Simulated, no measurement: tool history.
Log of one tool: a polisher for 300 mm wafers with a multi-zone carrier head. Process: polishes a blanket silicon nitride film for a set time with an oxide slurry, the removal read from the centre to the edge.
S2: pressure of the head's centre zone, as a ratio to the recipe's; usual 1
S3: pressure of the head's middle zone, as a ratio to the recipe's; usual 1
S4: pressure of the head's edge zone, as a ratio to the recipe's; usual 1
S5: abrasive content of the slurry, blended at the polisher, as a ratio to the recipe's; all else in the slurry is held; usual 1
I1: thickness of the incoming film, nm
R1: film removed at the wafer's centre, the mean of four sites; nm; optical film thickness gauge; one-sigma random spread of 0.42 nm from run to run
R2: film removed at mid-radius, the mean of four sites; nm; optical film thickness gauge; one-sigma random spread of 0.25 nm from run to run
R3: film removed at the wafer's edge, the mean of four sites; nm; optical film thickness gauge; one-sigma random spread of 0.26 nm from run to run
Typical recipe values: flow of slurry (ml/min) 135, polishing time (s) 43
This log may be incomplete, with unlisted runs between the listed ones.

Run 1, day 0: usual settings but S3 0.93, polishing time (s) 38; I1 306.9. Result: R1 24.1 nm, R2 22.3 nm, R3 23.7 nm.
At day 1.467: slurry nozzle cleaned.
Run 2, day 2.371: usual settings but S3 0.93, polishing time (s) 38; I1 309.4. Result: R1 23.9 nm, R2 21.7 nm, R3 23.6 nm.
At day 6.088: worn pad replaced by a new one.
At day 8.388: edge zone pressure recalibrated.
At day 9.446: carrier head's membrane replaced by a new one.
Run 3, day 10.625: usual settings; I1 308.3. Result: R1 28 nm, R2 27.4 nm, R3 27 nm.
Run 4, day 11.996: usual settings; I1 313.3. Result: R1 27.6 nm, R2 26.7 nm, R3 27.4 nm.
Run 5, day 14.879: usual settings; I1 310.7. Result: R1 26.8 nm, R2 26.6 nm, R3 26.4 nm.
Run 6, day 16.421: usual settings; I1 308. Result: R1 26.2 nm, R2 25.7 nm, R3 25.5 nm.
Run 7, day 18.546: usual settings; I1 312.4. Result: R1 24.7 nm, R2 24.7 nm, R3 24.4 nm.
At day 18.942: worn pad replaced by a new one.
Run 8, day 19.771: usual settings but polishing time (s) 53; I1 309.4. Result: R1 35 nm, R2 34.1 nm, R3 33.8 nm.
Run 9, day 21.879: usual settings; I1 313.6. Result: R1 27.5 nm, R2 27.5 nm, R3 27.7 nm.
Run 10, day 24.271: usual settings but S2 1.03, S5 1.2; I1 309.4. Result: R1 31 nm, R2 30.4 nm, R3 30 nm.
Run 11, day 25.621: usual settings but flow of slurry (ml/min) 100, S5 1.2; I1 307.2. Result: R1 27.4 nm, R2 27.8 nm, R3 27.9 nm.
Run 12, day 31.121: usual settings; I1 309.8. Result: R1 25.4 nm, R2 24.8 nm, R3 24.9 nm.
At day 31.379: slurry nozzle cleaned.
At day 31.712: worn pad replaced by a new one.
Run 13, day 33.154: usual settings; I1 314.9. Result: R1 27.2 nm, R2 27.7 nm, R3 27.8 nm.
At day 33.862: centre zone pressure recalibrated.
Run 14, day 34.358: usual settings but S4 1.08, polishing time (s) 34; I1 309.6. Result: R1 22.3 nm, R2 21.6 nm, R3 22.8 nm.
Run 15, day 36.908: usual settings but flow of slurry (ml/min) 180, S2 0.92, S3 1.12, polishing time (s) 35; I1 311.8. Result: R1 22.2 nm, R2 25.4 nm, R3 22.9 nm.
Run 16, day 38.529: usual settings but flow of slurry (ml/min) 105, S2 0.96, S4 1.12, polishing time (s) 55; I1 310.1. Result: R1 31.4 nm, R2 32.4 nm, R3 35.2 nm.
Run 17, day 40.333: usual settings but S3 0.93, S4 0.96, S5 0.8, polishing time (s) 29; I1 309.4. Result: R1 15.1 nm, R2 14.2 nm, R3 14.8 nm.
Run 18, day 43.317: usual settings but polishing time (s) 57; I1 310.2. Result: R1 33.9 nm, R2 33.9 nm, R3 32.8 nm.

Run 19, settings as shown, results not yet in. Your forecast:
At day 43.783: worn pad replaced by a new one.
Run 19, day 44.338: usual settings but S2 1.1, S4 0.94, polishing time (s) 50; I1 314.9. Result: R1 ?, R2 ?, R3 ?.

For run 19 the tool returned R1 35.7 nm, R2 32 nm, R3 30.8 nm.
On a tool with no hidden condition, and with the same random variation, this run would have come out at R1 35.8 nm, R2 32.1 nm, R3 30.9 nm.

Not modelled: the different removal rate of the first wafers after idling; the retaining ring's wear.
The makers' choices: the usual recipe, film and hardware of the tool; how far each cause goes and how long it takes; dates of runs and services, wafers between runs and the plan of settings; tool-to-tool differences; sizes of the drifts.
